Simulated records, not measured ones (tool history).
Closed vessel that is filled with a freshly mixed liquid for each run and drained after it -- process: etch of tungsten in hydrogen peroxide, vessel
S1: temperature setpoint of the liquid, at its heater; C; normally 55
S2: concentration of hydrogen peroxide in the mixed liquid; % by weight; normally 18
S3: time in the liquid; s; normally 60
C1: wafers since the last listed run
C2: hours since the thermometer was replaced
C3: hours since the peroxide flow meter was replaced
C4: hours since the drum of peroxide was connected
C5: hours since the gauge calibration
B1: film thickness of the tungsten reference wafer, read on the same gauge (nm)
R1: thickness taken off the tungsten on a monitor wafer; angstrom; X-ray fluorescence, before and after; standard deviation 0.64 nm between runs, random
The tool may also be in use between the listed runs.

run    hour    S1    S2  S3     C1      C2      C3      C4      C5      B1      R1
  1       0    55    18  60      0  2003.2   149.1     754   904.9   109.3  1665.9
  2    55.2    55    18  60   4088  2058.4   204.3   809.2   960.1  109.23  1655.1
  3   109.8    55    18  60   4044    2113   258.9   863.8  1014.7  109.17  1664.6
  4   151.9    55    18  60   3118  2155.1     301   905.9  1056.8  109.11  1655.1
  5   196.9    55    18  60   3332  2200.1     346   950.9  1101.8  109.02  1662.4
  6   228.8    55    18  85   2362    2232   377.9   982.8  1133.7     109    2364
  7     286  64.5    20  35   4236  2289.2   435.1    1040  1190.9  108.92  1778.4
  8   355.9    55    18  75   5177  2359.1     505  1109.9  1260.8  108.82  2082.8
  9     416    55    18  60   4451  2419.2   565.1    1170  1320.9  108.76  1671.5
 10   522.4  60.5    18  60   7880  2525.6   671.5  1276.4  1427.3  108.63  2269.8
 11   577.7    55  20.5  50   4095  2580.9   726.8  1331.7  1482.6  108.56  1476.2
      582.2  -- new drum of peroxide connected
 12   606.4    55  15.5  60   2051  2609.6   755.5    24.2  1511.3  108.52  1541.4
 13   653.1    50    18  30   3458  2656.3   802.2    70.9    1558  108.47   609.5
 14   694.1    55    18  30   3036  2697.3   843.2   111.9    1599  108.41   827.3
 15     729    46  20.5  80   2584  2732.2   878.1   146.8  1633.9  108.36  1358.1
      785.8  -- gauge calibrated
 16   797.9    59    18  60   5103  2801.1     947   215.7    12.1  110.17  2131.3
 17   833.3    55    18  60   2621  2836.5   982.4   251.1    47.5  110.13    1684
 18     902    55    18  60   5088  2905.2  1051.1   319.8   116.2  110.03  1673.2
 19   946.2  47.5    18  90   3273  2949.4  1095.3     364   160.4  109.98  1595.9
 20     988    55  22.5  60   3095  2991.2  1137.1   405.8   202.2  109.91  1877.6
     1006.2  -- thermometer replaced
 21  1023.6  61.5  20.5  60   2562    17.4  1172.7   441.4   237.8  109.87  2613.2
 22  1076.2    55    18  60   3895      70  1225.3     494   290.4   109.8  1684.8
 23  1143.3  51.5    18  85   4969   137.1  1292.4   561.1   357.5  109.71  1933.7
 24  1203.5    55    18  60   4458   197.3  1352.6   621.3   417.7  109.65  1666.3
 25  1247.1    59    18  30   3229   240.9  1396.2   664.9   461.3  109.58  1059.2
 26  1273.3    55    18  60   1940   267.1  1422.4   691.1   487.5  109.56  1667.1
 27  1320.9    55  15.5  75   3525   314.7    1470   738.7   535.1  109.47    1954
 28  1378.3  58.5    14  60   4251   372.1  1527.4   796.1   592.5  109.43  1805.2
 29  1538.6    46  20.5  45  11872   532.4  1687.7   956.4   752.8  109.21   766.9
     1587.2  -- peroxide flow meter replaced
 30  1608.3    55  23.5  60   5088   602.1    21.1  1026.1   822.5  109.12  1908.1

Run by run, hidden condition taken away, random variation retained:
The hidden state here: liquid colder than its thermometer reads (K); peroxide flow above the setpoint (%); peroxide weaker than its label (%); gauge reads high (%).
run      R1
  1  1676.7
  2    1667
  3  1677.6
  4  1668.9
  5  1677.1
  6  2385.8
  7    1796
  8  2105.1
  9  1690.6
 10  2298.7
 11  1495.9
 12  1562.5
 13   618.2
 14   839.5
 15  1378.7
 16  2128.1
 17  1682.1
 18  1672.7
 19  1596.2
 20    1879
 21  2616.2
 22  1687.7
 23  1938.6
 24  1671.7
 25  1063.2
 26  1673.8
 27    1963
 28  1814.7
 29   772.4
 30  1923.3
